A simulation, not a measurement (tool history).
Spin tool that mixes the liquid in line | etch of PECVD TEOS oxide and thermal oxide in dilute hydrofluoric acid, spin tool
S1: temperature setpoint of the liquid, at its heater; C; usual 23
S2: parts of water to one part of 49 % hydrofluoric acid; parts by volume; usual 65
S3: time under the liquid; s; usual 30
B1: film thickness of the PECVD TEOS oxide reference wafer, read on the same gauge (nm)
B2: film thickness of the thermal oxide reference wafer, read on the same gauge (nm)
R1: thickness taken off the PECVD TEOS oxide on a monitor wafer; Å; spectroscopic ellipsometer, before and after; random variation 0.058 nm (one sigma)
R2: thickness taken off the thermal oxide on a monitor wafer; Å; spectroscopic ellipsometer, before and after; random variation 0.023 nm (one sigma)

run 1 hour=0 | S1=26 S2=65 S3=30 | B1=40.02 B2=140.003 | R1=120.3 R2=24.02
run 2 hour=67.9 | S1=25 S2=65 S3=30 | B1=40.02 B2=140.003 | R1=115.9 R2=23.45
run 3 hour=123.5 | S1=25 S2=65 S3=30 | B1=40 B2=140.009 | R1=114.8 R2=23.12
run 4 hour=206.1 | S1=19.5 S2=85 S3=50 | B1=40 B2=139.992 | R1=113.8 R2=23.41
run 5 hour=306.5 | S1=23 S2=65 S3=45 | B1=39.99 B2=139.997 | R1=158.8 R2=32.09
run 6 hour=428.1 | S1=26 S2=95 S3=20 | B1=40.03 B2=140.008 | R1=51.8 R2=10.39
run 7 hour=494.4 | S1=24.5 S2=90 S3=15 | B1=39.99 B2=139.99 | R1=37.4 R2=7.53
run 8 hour=723 | S1=23 S2=50 S3=30 | B1=40 B2=140.006 | R1=131.4 R2=26.35
run 9 hour=795.9 | S1=26.5 S2=80 S3=45 | B1=39.96 B2=139.998 | R1=136.2 R2=27.73
run 10 hour=880.3 | S1=21.5 S2=85 S3=30 | B1=40 B2=140.005 | R1=69.3 R2=14.07
run 11 hour=926.2 | S1=21 S2=90 S3=30 | B1=40.01 B2=139.98 | R1=63.5 R2=12.64
run 12 hour=967.8 | S1=23 S2=65 S3=15 | B1=40.01 B2=139.981 | R1=49.4 R2=10.06
run 13 hour=1032 | S1=20 S2=85 S3=15 | B1=40.03 B2=140 | R1=32.1 R2=6.62
run 14 hour=1085.9 | S1=20.5 S2=90 S3=30 | B1=40.01 B2=140 | R1=62.4 R2=12.47
run 15 hour=1158.8 | S1=25 S2=75 S3=20 | B1=39.99 B2=140.008 | R1=69.5 R2=14.06
run 16 hour=1240.4 | S1=20 S2=65 S3=30 | B1=39.98 B2=139.993 | R1=98.8 R2=19.96
run 17 hour=1347.6 | S1=23 S2=65 S3=30 | B1=39.98 B2=139.981 | R1=110.9 R2=22.86
run 18 hour=1448.5 | S1=23 S2=85 S3=15 | B1=39.99 B2=139.993 | R1=41.4 R2=8.47
run 19 hour=1684.4 | S1=23 S2=75 S3=30 | B1=40.03 B2=140.007 | R1=93.4 R2=18.87
run 20 hour=1761 | S1=20.5 S2=90 S3=30 | B1=40.01 B2=139.992 | R1=69 R2=14.1
run 21 hour=1832.8 | S1=23 S2=85 S3=15 | B1=40.01 B2=139.987 | R1=40.7 R2=8.23
run 22 hour=1927.6 | S1=20.5 S2=55 S3=40 | B1=39.99 B2=139.977 | R1=156.3 R2=32.02
run 23 hour=2002 | S1=23 S2=65 S3=30 | B1=39.99 B2=139.996 | R1=108.7 R2=22.07
run 24 hour=2079.9 | S1=23 S2=65 S3=20 | B1=39.98 B2=139.988 | R1=72.4 R2=14.67
run 25 hour=2136.2 | S1=24.5 S2=65 S3=30 | B1=40 B2=139.98 | R1=115.4 R2=23.16
run 26 hour=2233.6 | S1=23 S2=40 S3=30 | B1=39.99 B2=140.009 | R1=178.4 R2=36.88

Taken out of this log: 5 entries between the listed runs. Where each belongs, and how the hidden state differs across it:
Between runs 1 and 2: thermometer replaced (hour 64.7)
  hydrofluoric acid flow below the setpoint (%): 4.61 -> 4.84
  measured less the result without the state, R1: -6.4 -> -6.4 Å; R2: -1.27 -> -1.3 Å
Between runs 6 and 7: gauge calibrated (hour 476.1); hydrofluoric acid flow meter replaced (hour 481.3)
  hydrofluoric acid flow below the setpoint (%): 6.03 -> 10.1
  measured less the result without the state, R1: -3.7 -> -4.7 Å; R2: -0.75 -> -0.95 Å
Between runs 14 and 15: hydrofluoric acid flow meter replaced, repeated, since the last time left the tool worse (hour 1121.7)
  hydrofluoric acid flow below the setpoint (%): 12.1 -> 0.701
  measured less the result without the state, R1: -9.6 -> -0.5 Å; R2: -1.91 -> -0.11 Å
Between runs 17 and 18: thermometer replaced (hour 1407.5)
  hydrofluoric acid flow below the setpoint (%): 1.32 -> 1.66
  measured less the result without the state, R1: -1.6 -> -0.8 Å; R2: -0.33 -> -0.16 Å

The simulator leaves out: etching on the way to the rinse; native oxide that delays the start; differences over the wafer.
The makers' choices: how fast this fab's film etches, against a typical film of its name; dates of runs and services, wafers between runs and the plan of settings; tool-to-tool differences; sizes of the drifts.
